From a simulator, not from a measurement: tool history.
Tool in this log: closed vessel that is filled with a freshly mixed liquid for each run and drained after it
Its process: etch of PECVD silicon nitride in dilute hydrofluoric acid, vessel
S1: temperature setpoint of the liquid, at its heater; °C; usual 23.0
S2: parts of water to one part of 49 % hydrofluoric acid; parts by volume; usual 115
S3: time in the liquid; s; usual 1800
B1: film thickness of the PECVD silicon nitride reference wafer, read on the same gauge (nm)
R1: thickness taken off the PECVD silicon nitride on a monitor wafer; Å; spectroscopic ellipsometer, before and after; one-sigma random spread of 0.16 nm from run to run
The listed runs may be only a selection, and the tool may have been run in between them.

| run | day | S1 | S2 | S3 | B1 | R1 |
|---|---|---|---|---|---|---|
| 1 | 0.000 | 20.0 | 115 | 1800 | 40.00 | 239.3 |
| 2 | 2.671 | 23.0 | 115 | 1800 | 40.00 | 291.0 |
| 3 | 3.983 | 23.0 | 115 | 1800 | 40.03 | 290.8 |
| 4 | 5.371 | 23.0 | 115 | 1800 | 40.01 | 291.5 |
| 5 | 7.588 | 24.5 | 115 | 1800 | 39.98 | 324.0 |
| 6 | 10.429 | 24.5 | 115 | 1800 | 40.01 | 319.1 |
|  | 10.908 | thermometer replaced |
| 7 | 14.408 | 24.5 | 115 | 1800 | 40.00 | 315.6 |
| 8 | 16.929 | 23.0 | 130 | 2645 | 39.99 | 375.5 |
|  | 18.650 | gauge calibrated |
| 9 | 19.438 | 24.5 | 115 | 1800 | 40.01 | 317.3 |

For run 10, what comes out?
| 10 | 20.642 | 25.0 | 95 | 910 | ? | ? |

Run 10 produced B1 40.02, R1 200.9 Å.
Without the tool's hidden state the same run would have given R1 220.2 Å.
